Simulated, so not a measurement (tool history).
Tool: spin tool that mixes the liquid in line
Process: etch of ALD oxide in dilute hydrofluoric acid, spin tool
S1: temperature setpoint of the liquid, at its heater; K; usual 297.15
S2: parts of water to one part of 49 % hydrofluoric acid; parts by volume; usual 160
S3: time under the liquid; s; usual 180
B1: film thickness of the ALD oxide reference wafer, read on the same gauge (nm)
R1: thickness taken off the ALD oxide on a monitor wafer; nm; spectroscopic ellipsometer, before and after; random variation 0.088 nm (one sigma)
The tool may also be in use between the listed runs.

| run | hour | S1 | S2 | S3 | B1 | R1 |
|---|---|---|---|---|---|---|
| 1 | 0.0 | 297.15 | 160 | 130 | 99.99 | 16.17 |
|  | 43.4 | gauge calibrated |
| 2 | 57.6 | 297.15 | 115 | 180 | 100.03 | 32.94 |
| 3 | 91.8 | 297.15 | 115 | 180 | 99.98 | 32.85 |
| 4 | 107.5 | 297.15 | 185 | 180 | 100.01 | 19.08 |
| 5 | 119.9 | 297.15 | 185 | 180 | 100.01 | 19.10 |
| 6 | 138.4 | 297.15 | 190 | 180 | 100.01 | 18.59 |
| 7 | 152.2 | 297.15 | 160 | 180 | 100.01 | 22.63 |
| 8 | 173.3 | 297.15 | 160 | 180 | 99.99 | 22.66 |
| 9 | 198.1 | 297.15 | 160 | 180 | 100.04 | 22.72 |
|  | 218.0 | hydrofluoric acid flow meter replaced |
| 10 | 282.5 | 296.15 | 160 | 180 | 100.01 | 20.25 |
| 11 | 306.9 | 296.15 | 160 | 180 | 100.05 | 20.27 |
| 12 | 333.7 | 296.15 | 160 | 180 | 99.99 | 20.33 |
| 13 | 350.3 | 297.15 | 160 | 180 | 100.01 | 21.23 |
| 14 | 407.5 | 297.15 | 160 | 180 | 100.02 | 21.20 |
|  | 412.3 | gauge calibrated |
| 15 | 427.6 | 297.15 | 185 | 180 | 100.01 | 17.86 |
| 16 | 450.2 | 297.15 | 160 | 240 | 100.01 | 28.22 |
| 17 | 471.5 | 299.15 | 130 | 280 | 99.98 | 45.24 |
| 18 | 495.4 | 294.15 | 160 | 180 | 100.01 | 18.94 |
| 19 | 517.0 | 299.15 | 200 | 285 | 100.03 | 27.68 |
|  | 533.2 | thermometer replaced |
| 20 | 550.6 | 295.65 | 225 | 145 | 100.00 | 10.80 |
| 21 | 580.1 | 299.15 | 200 | 285 | 100.00 | 27.86 |
| 22 | 599.5 | 301.15 | 230 | 135 | 99.98 | 11.92 |

Run 23 comes next. What will it give?
| 23 | 623.8 | 297.15 | 190 | 135 | ? | ? |

B1: 99.99
R1: 13.06 nm
Without the tool's hidden state the same run would have given R1 12.80 nm.
